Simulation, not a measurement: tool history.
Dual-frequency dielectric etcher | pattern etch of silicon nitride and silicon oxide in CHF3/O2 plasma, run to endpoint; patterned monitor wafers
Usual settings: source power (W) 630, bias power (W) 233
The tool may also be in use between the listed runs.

run,day,source power (W),bias power (W),wafers since the last listed run,hours since the last wet clean,hours since the last source power generator calibration,hours since the last bias power generator calibration,hours since the last upper electrode change,"incoming incoming film thickness, nm",endpoint time (s)
1,0,630,233,0,143.9,3353.2,1471.8,4984,269.5,170.5
2,2.196,630,233,261,196.6,3405.9,1524.5,5036.7,269.2,169.4
3,6.462,630,233,508,299,3508.3,1626.9,5139.1,267,170
4,7.788,630,233,157,330.8,3540.1,1658.7,5170.9,268.8,172.1
5,9.192,630,233,167,364.5,3573.8,1692.4,5204.6,266,168.1
# day 11.454: wet clean of the chamber
6,11.475,630,233,153,0.5,3628.6,1747.2,5259.4,270.7,168.4
7,12.962,630,233,177,36.2,3664.3,1782.9,5295.1,267.8,167
8,14.25,630,201,153,67.1,3695.2,1813.8,5326,271.6,177.3
9,16.004,630,233,209,109.2,3737.3,1855.9,5368.1,266.9,167.6
10,17.329,630,233,157,141,3769.1,1887.7,5399.9,266.9,168.1
11,19.154,630,233,217,184.8,3812.9,1931.5,5443.7,269.7,170
# day 20.092: bias power generator calibrated
12,27.079,670,233,925,375,4003.1,167.7,5633.9,269.1,166.7
# day 27.362: source power generator calibrated
# day 28.654: wet clean of the chamber
13,28.675,670,233,51,0.5,31.5,206,5672.2,267.2,162.5
14,31.396,580,233,324,65.8,96.8,271.3,5737.5,270.1,175.5
15,32.846,720,276,172,100.6,131.6,306.1,5772.3,267.7,150.1
16,34.238,630,233,165,134,165,339.5,5805.7,265.3,167
17,35.988,720,201,208,176,207,381.5,5847.7,267.5,165.2
18,37.896,470,193,227,221.8,252.8,427.3,5893.5,268.4,204.9
19,39.625,720,283,206,263.3,294.3,468.8,5935,270.3,151.7
20,42.308,630,233,319,327.7,358.7,533.2,5999.4,273,173.7
# day 45.55: upper electrode replaced
21,45.571,560,266,269,406,437,611.5,0.5,269.1,173.5
# day 46.817: wet clean of the chamber
22,47.254,630,233,81,10.5,477.4,651.9,40.9,270,168.7
23,49.158,760,189,227,56.2,523.1,697.6,86.6,268.3,164.2
24,50.654,630,256,178,92.1,559,733.5,122.5,267.5,162.7
25,52.929,630,233,271,146.7,613.6,788.1,177.1,271,170.8
26,54.154,480,267,146,176.1,643,817.5,206.5,268.9,184.7
27,57.025,630,233,342,245,711.9,886.4,275.4,267.9,170.6

4 ways to go on from here, each from the tool as it stands after run 27. What would each give?
A,57.046,560,233,2,245.5,712.4,886.9,275.9,267.6,?
B,57.046,770,266,2,245.5,712.4,886.9,275.9,267.6,?
C,57.046,680,188,2,245.5,712.4,886.9,275.9,267.6,?
D,57.046,780,233,2,245.5,712.4,886.9,275.9,267.6,?

run,endpoint time (s)
A,179.2
B,148.9
C,174.8
D,154.3
Without the tool's hidden state the same runs would have given:
run,endpoint time (s)
A,176.1
B,146.4
C,171.8
D,151.7
